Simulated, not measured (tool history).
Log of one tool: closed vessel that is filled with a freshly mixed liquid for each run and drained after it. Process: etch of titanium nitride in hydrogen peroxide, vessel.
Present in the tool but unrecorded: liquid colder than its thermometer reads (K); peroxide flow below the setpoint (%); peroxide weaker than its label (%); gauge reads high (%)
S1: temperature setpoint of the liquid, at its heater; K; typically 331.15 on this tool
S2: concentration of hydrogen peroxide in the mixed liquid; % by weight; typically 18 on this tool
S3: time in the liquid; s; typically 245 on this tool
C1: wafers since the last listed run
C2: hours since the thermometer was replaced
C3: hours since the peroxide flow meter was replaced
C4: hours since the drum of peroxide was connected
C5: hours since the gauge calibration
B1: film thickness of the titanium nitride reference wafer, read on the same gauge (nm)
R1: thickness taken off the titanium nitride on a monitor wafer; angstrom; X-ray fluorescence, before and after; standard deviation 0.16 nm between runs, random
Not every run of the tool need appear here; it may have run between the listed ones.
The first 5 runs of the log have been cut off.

run	hour	S1	S2	S3	C1	C2	C3	C4	C5	B1	R1
6	411.5	331.15	18	245	8513	1589.2	150.2	821.6	3272.5	63.48	199.9
7	505.7	331.15	18	280	8267	1683.4	244.4	915.8	3366.7	63.48	230.9
8	604	338.65	18	245	8627	1781.7	342.7	1014.1	3465	63.53	331.1
9	680.1	325.65	18	245	6679	1857.8	418.8	1090.2	3541.1	63.5	137.6
10	722.5	335.65	18	355	3721	1900.2	461.2	1132.6	3583.5	63.54	400.7
11	796.6	331.15	18	245	6503	1974.3	535.3	1206.7	3657.6	63.54	202.8
# hour 871.6: gauge calibrated
# hour 904.3: new drum of peroxide connected
12	999.5	339.15	18	245	17720	2177.2	738.2	95.2	127.9	60.25	326.1
# hour 1017.5: thermometer replaced
13	1067.2	325.65	22	340	5854	49.7	805.9	162.9	195.6	60.49	187.1
14	1134.5	331.15	18	205	5906	117	873.2	230.2	262.9	60.64	161.1
# hour 1164.5: peroxide flow meter replaced
15	1219	331.15	20.5	340	7328	201.5	54.5	314.7	347.4	60.86	271.5
16	1260.1	331.15	13	190	3607	242.6	95.6	355.8	388.5	60.96	139.9
17	1358.3	322.15	18	355	8618	340.8	193.8	454	486.7	61.14	150.1
18	1441.1	323.15	14	205	7267	423.6	276.6	536.8	569.5	61.33	88.2
19	1514.4	334.65	22	370	6433	496.9	349.9	610.1	642.8	61.57	395.7
20	1575.5	338.65	18	245	5362	558	411	671.2	703.9	61.61	327.6
21	1657.6	339.15	20.5	145	7205	640.1	493.1	753.3	786	61.78	201.9
22	1744	331.15	18	245	7583	726.5	579.5	839.7	872.4	61.89	197.2
23	1817.6	331.15	18	245	6459	800.1	653.1	913.3	946	62.06	199.2
24	1923.9	321.65	21.5	245	9329	906.4	759.4	1019.6	1052.3	62.15	104.4
25	1984.3	323.65	22.5	245	5301	966.8	819.8	1080	1112.7	62.18	123
26	2065.3	331.15	18	245	7109	1047.8	900.8	1161	1193.7	62.34	197.4
27	2112.2	331.15	18	245	4116	1094.7	947.7	1207.9	1240.6	62.38	198.4
28	2196.3	331.15	18	110	7381	1178.8	1031.8	1292	1324.7	62.49	88.9
# hour 2199.4: peroxide flow meter replaced
# hour 2302.8: new drum of peroxide connected
29	2304	331.15	18	245	9277	1286.5	104.6	1.2	1432.4	62.59	200.6
30	2355.6	331.15	18	155	4528	1338.1	156.2	52.8	1484	62.65	124.3

Predict each of these 3 candidate next runs independently; none follows another, all start after run 30:
A	2356.3	331.15	18	245	61	1338.8	156.9	53.5	1484.7	?	?
B	2356.3	331.15	12.5	115	61	1338.8	156.9	53.5	1484.7	?	?
C	2356.3	331.15	18	365	61	1338.8	156.9	53.5	1484.7	?	?

run	B1	R1
A	62.65	199.9
B	62.65	86.9
C	62.65	297.7
Take away the tool's hidden state, keep each run's random variation, and the runs would have read:
run	R1
A	191.4
B	83.2
C	285.2
